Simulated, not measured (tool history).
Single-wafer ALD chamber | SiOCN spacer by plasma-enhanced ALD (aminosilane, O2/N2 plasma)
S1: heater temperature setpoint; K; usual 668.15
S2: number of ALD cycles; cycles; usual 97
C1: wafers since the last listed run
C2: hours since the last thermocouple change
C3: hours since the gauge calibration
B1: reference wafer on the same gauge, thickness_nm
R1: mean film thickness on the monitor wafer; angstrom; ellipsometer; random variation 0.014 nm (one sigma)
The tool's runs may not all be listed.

{"run": 1, "hour": 0.0, "S1": 668.15, "S2": 97, "C1": 0, "C2": 2826.8, "C3": 188.3, "B1": 5.271, "R1": 56.38}
{"run": 2, "hour": 13.6, "S1": 668.15, "S2": 97, "C1": 57, "C2": 2840.4, "C3": 201.9, "B1": 5.261, "R1": 56.11}
{"run": 3, "hour": 30.0, "S1": 675.15, "S2": 88, "C1": 69, "C2": 2856.8, "C3": 218.3, "B1": 5.261, "R1": 50.28}
{"run": 4, "hour": 38.9, "S1": 668.15, "S2": 91, "C1": 37, "C2": 2865.7, "C3": 227.2, "B1": 5.259, "R1": 52.61}
{"hour": 42.3, "done": "gauge calibrated"}
{"run": 5, "hour": 55.3, "S1": 668.15, "S2": 91, "C1": 69, "C2": 2882.1, "C3": 13, "B1": 5.312, "R1": 53.19}
{"run": 6, "hour": 66.8, "S1": 677.15, "S2": 88, "C1": 48, "C2": 2893.6, "C3": 24.5, "B1": 5.309, "R1": 50.52}
{"run": 7, "hour": 78.1, "S1": 668.15, "S2": 109, "C1": 47, "C2": 2904.9, "C3": 35.8, "B1": 5.303, "R1": 63.71}
{"run": 8, "hour": 91.1, "S1": 668.15, "S2": 109, "C1": 55, "C2": 2917.9, "C3": 48.8, "B1": 5.304, "R1": 63.64}
{"run": 9, "hour": 107.8, "S1": 668.15, "S2": 109, "C1": 70, "C2": 2934.6, "C3": 65.5, "B1": 5.303, "R1": 63.51}
{"run": 10, "hour": 119.7, "S1": 661.15, "S2": 110, "C1": 50, "C2": 2946.5, "C3": 77.4, "B1": 5.296, "R1": 64.18}
{"run": 11, "hour": 130.2, "S1": 657.15, "S2": 85, "C1": 44, "C2": 2957, "C3": 87.9, "B1": 5.294, "R1": 49.58}
{"hour": 138.3, "done": "thermocouple changed; heater temperature recalibrated"}
{"run": 12, "hour": 172.0, "S1": 657.15, "S2": 85, "C1": 143, "C2": 33.7, "C3": 129.7, "B1": 5.288, "R1": 49.47}
{"run": 13, "hour": 181.0, "S1": 668.15, "S2": 97, "C1": 38, "C2": 42.7, "C3": 138.7, "B1": 5.285, "R1": 56.48}
{"run": 14, "hour": 192.5, "S1": 668.15, "S2": 92, "C1": 48, "C2": 54.2, "C3": 150.2, "B1": 5.282, "R1": 53.55}
{"run": 15, "hour": 232.1, "S1": 681.15, "S2": 84, "C1": 168, "C2": 93.8, "C3": 189.8, "B1": 5.276, "R1": 47.2}
{"hour": 240.6, "done": "gauge calibrated"}
{"run": 16, "hour": 243.6, "S1": 654.15, "S2": 91, "C1": 48, "C2": 105.3, "C3": 3, "B1": 5.303, "R1": 53.09}
{"run": 17, "hour": 252.1, "S1": 668.15, "S2": 97, "C1": 36, "C2": 113.8, "C3": 11.5, "B1": 5.306, "R1": 56.73}
{"run": 18, "hour": 268.8, "S1": 663.15, "S2": 110, "C1": 70, "C2": 130.5, "C3": 28.2, "B1": 5.299, "R1": 64.25}
{"run": 19, "hour": 276.2, "S1": 657.15, "S2": 86, "C1": 31, "C2": 137.9, "C3": 35.6, "B1": 5.297, "R1": 50.18}
{"run": 20, "hour": 293.7, "S1": 656.15, "S2": 83, "C1": 74, "C2": 155.4, "C3": 53.1, "B1": 5.297, "R1": 48.42}
{"run": 21, "hour": 304.3, "S1": 672.15, "S2": 78, "C1": 44, "C2": 166, "C3": 63.7, "B1": 5.293, "R1": 45.41}
{"run": 22, "hour": 315.2, "S1": 668.15, "S2": 106, "C1": 46, "C2": 176.9, "C3": 74.6, "B1": 5.29, "R1": 61.96}
{"run": 23, "hour": 327.7, "S1": 672.15, "S2": 112, "C1": 53, "C2": 189.4, "C3": 87.1, "B1": 5.289, "R1": 65.21}
{"run": 24, "hour": 342.9, "S1": 668.15, "S2": 97, "C1": 64, "C2": 204.6, "C3": 102.3, "B1": 5.286, "R1": 56.21}
{"run": 25, "hour": 354.0, "S1": 668.15, "S2": 97, "C1": 47, "C2": 215.7, "C3": 113.4, "B1": 5.284, "R1": 56.25}
{"run": 26, "hour": 364.1, "S1": 668.15, "S2": 97, "C1": 42, "C2": 225.8, "C3": 123.5, "B1": 5.281, "R1": 56.39}

Forecast each of these 5 alternatives for the next run:
{"run": "A", "hour": 364.7, "S1": 668.15, "S2": 97, "C1": 2, "C2": 226.4, "C3": 124.1, "B1": "?", "R1": "?"}
{"run": "B", "hour": 364.7, "S1": 677.15, "S2": 85, "C1": 2, "C2": 226.4, "C3": 124.1, "B1": "?", "R1": "?"}
{"run": "C", "hour": 364.7, "S1": 679.15, "S2": 104, "C1": 2, "C2": 226.4, "C3": 124.1, "B1": "?", "R1": "?"}
{"run": "D", "hour": 364.7, "S1": 668.15, "S2": 104, "C1": 2, "C2": 226.4, "C3": 124.1, "B1": "?", "R1": "?"}
{"run": "E", "hour": 364.7, "S1": 658.15, "S2": 81, "C1": 2, "C2": 226.4, "C3": 124.1, "B1": "?", "R1": "?"}

run=A B1=5.28 R1=56.28
run=B B1=5.28 R1=48.54
run=C B1=5.28 R1=58.98
run=D B1=5.28 R1=60.35
run=E B1=5.28 R1=47
Without the tool's hidden state the same runs would have given:
run=A R1=56.6
run=B R1=48.82
run=C R1=59.31
run=D R1=60.69
run=E R1=47.27
